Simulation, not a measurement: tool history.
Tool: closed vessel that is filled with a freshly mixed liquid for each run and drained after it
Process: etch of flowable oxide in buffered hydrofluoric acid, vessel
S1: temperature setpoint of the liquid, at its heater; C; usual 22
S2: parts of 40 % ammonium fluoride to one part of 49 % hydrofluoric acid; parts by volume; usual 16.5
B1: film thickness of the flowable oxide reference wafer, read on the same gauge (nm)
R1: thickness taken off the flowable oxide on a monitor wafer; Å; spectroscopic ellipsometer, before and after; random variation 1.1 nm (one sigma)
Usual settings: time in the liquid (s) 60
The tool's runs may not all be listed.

run 1 hour=0 | S1=22 S2=16.5 time_in_the_liquid_(s)=60 | B1=149.99 | R1=1136.7
run 2 hour=7 | S1=22 S2=16.5 time_in_the_liquid_(s)=60 | B1=150.01 | R1=1134.2
run 3 hour=23 | S1=22 S2=16.5 time_in_the_liquid_(s)=60 | B1=150.03 | R1=1145.5
run 4 hour=32.3 | S1=22 S2=16.5 time_in_the_liquid_(s)=60 | B1=150 | R1=1129
run 5 hour=38.4 | S1=22 S2=16.5 time_in_the_liquid_(s)=45 | B1=150.03 | R1=861.8
run 6 hour=49.9 | S1=22 S2=16.5 time_in_the_liquid_(s)=45 | B1=150.04 | R1=849.6
run 7 hour=67.2 | S1=22 S2=16.5 time_in_the_liquid_(s)=45 | B1=150.04 | R1=858.8
run 8 hour=82.2 | S1=22 S2=16.5 time_in_the_liquid_(s)=60 | B1=150 | R1=1145.3
run 9 hour=99 | S1=22 S2=16.5 time_in_the_liquid_(s)=60 | B1=149.99 | R1=1120.5
run 10 hour=111.4 | S1=19 S2=14 time_in_the_liquid_(s)=60 | B1=150 | R1=1117.5
run 11 hour=127.4 | S1=22 S2=16.5 time_in_the_liquid_(s)=60 | B1=149.97 | R1=1124.6
run 12 hour=135.6 | S1=22 S2=16.5 time_in_the_liquid_(s)=60 | B1=149.99 | R1=1120.1
-- hour=151 thermometer replaced
run 13 hour=151.7 | S1=22 S2=16.5 time_in_the_liquid_(s)=60 | B1=149.95 | R1=1062.2
run 14 hour=164.4 | S1=22 S2=12 time_in_the_liquid_(s)=30 | B1=150.02 | R1=721.2
run 15 hour=174.1 | S1=22 S2=12 time_in_the_liquid_(s)=30 | B1=150.04 | R1=719.1
-- hour=181.4 hydrofluoric acid flow meter replaced
run 16 hour=189.6 | S1=17.5 S2=13 time_in_the_liquid_(s)=70 | B1=150.01 | R1=1202.3
run 17 hour=198.9 | S1=22 S2=16.5 time_in_the_liquid_(s)=60 | B1=149.99 | R1=1044.6
run 18 hour=207 | S1=20 S2=16.5 time_in_the_liquid_(s)=60 | B1=149.98 | R1=931.5
run 19 hour=214.1 | S1=20 S2=16.5 time_in_the_liquid_(s)=75 | B1=150.02 | R1=1181.3

Run 20 comes next. What will it give?
-- hour=222.8 thermometer replaced, repeated, since the last time left the tool worse
run 20 hour=227.7 | S1=25.5 S2=19.5 time_in_the_liquid_(s)=45 | B1=? | R1=?

Run 20 gave B1 150, R1 973.7 Å.
Without the tool's hidden state the same run would have given R1 976.8 Å.

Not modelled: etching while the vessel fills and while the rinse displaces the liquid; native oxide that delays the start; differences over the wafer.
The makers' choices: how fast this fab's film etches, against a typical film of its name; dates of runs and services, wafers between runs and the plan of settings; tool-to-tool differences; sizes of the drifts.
